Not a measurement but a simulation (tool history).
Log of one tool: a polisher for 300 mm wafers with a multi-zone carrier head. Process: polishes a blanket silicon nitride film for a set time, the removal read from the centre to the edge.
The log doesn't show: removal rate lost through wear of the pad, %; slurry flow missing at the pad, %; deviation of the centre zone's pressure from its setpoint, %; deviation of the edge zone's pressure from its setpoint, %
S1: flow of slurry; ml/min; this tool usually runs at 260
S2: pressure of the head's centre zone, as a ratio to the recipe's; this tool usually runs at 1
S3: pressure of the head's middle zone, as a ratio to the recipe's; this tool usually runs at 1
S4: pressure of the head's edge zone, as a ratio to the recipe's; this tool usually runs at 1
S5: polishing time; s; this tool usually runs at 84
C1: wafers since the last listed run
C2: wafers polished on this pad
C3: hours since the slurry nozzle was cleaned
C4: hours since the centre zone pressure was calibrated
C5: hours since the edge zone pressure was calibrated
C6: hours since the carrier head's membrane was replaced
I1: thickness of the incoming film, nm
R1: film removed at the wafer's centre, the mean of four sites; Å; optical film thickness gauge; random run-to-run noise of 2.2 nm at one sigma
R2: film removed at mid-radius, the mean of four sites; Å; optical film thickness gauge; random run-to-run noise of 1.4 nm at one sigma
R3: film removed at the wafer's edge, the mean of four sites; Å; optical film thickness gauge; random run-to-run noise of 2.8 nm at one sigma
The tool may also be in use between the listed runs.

run,hour,S1,S2,S3,S4,S5,C1,C2,C3,C4,C5,C6,I1,R1,R2,R3
1,0,260,1,1,1,84,0,1252,239.3,968.8,299.3,1257.7,484.5,1885,1878,1969
# hour 16.2: worn pad replaced by a new one
2,24.6,260,1,1.09,1,84,176,71,263.9,993.4,323.9,1282.3,475.9,1872,2029,1924
# hour 49.7: slurry nozzle cleaned
3,60.5,260,1,1,1,84,298,370,10.8,1029.3,359.8,1318.2,478.2,1860,1904,1880
4,86.4,260,1,1,1,84,221,591,36.7,1055.2,385.7,1344.1,477.3,1847,1866,1888
5,108.3,260,1,1,1,84,187,778,58.6,1077.1,407.6,1366,479.1,1853,1900,1956
6,136.4,260,1,1,1,84,240,1018,86.7,1105.2,435.7,1394.1,471.6,1842,1876,1951
# hour 147.7: worn pad replaced by a new one
7,148.9,260,1,1,1,84,72,10,99.2,1117.7,448.2,1406.6,470,1867,1884,1957
8,181.5,260,1,1,1,84,278,289,131.8,1150.3,480.8,1439.2,472,1850,1881,1864

Forecast run 9:
9,211.6,260,1,1,1,84,257,546,161.9,1180.4,510.9,1469.3,479.1,?,?,?

Run 9 produced R1 1820 Å, R2 1863 Å, R3 1885 Å.
On a tool with no hidden condition, and with the same random variation, this run would have come out at R1 1820 Å, R2 1863 Å, R3 1885 Å.

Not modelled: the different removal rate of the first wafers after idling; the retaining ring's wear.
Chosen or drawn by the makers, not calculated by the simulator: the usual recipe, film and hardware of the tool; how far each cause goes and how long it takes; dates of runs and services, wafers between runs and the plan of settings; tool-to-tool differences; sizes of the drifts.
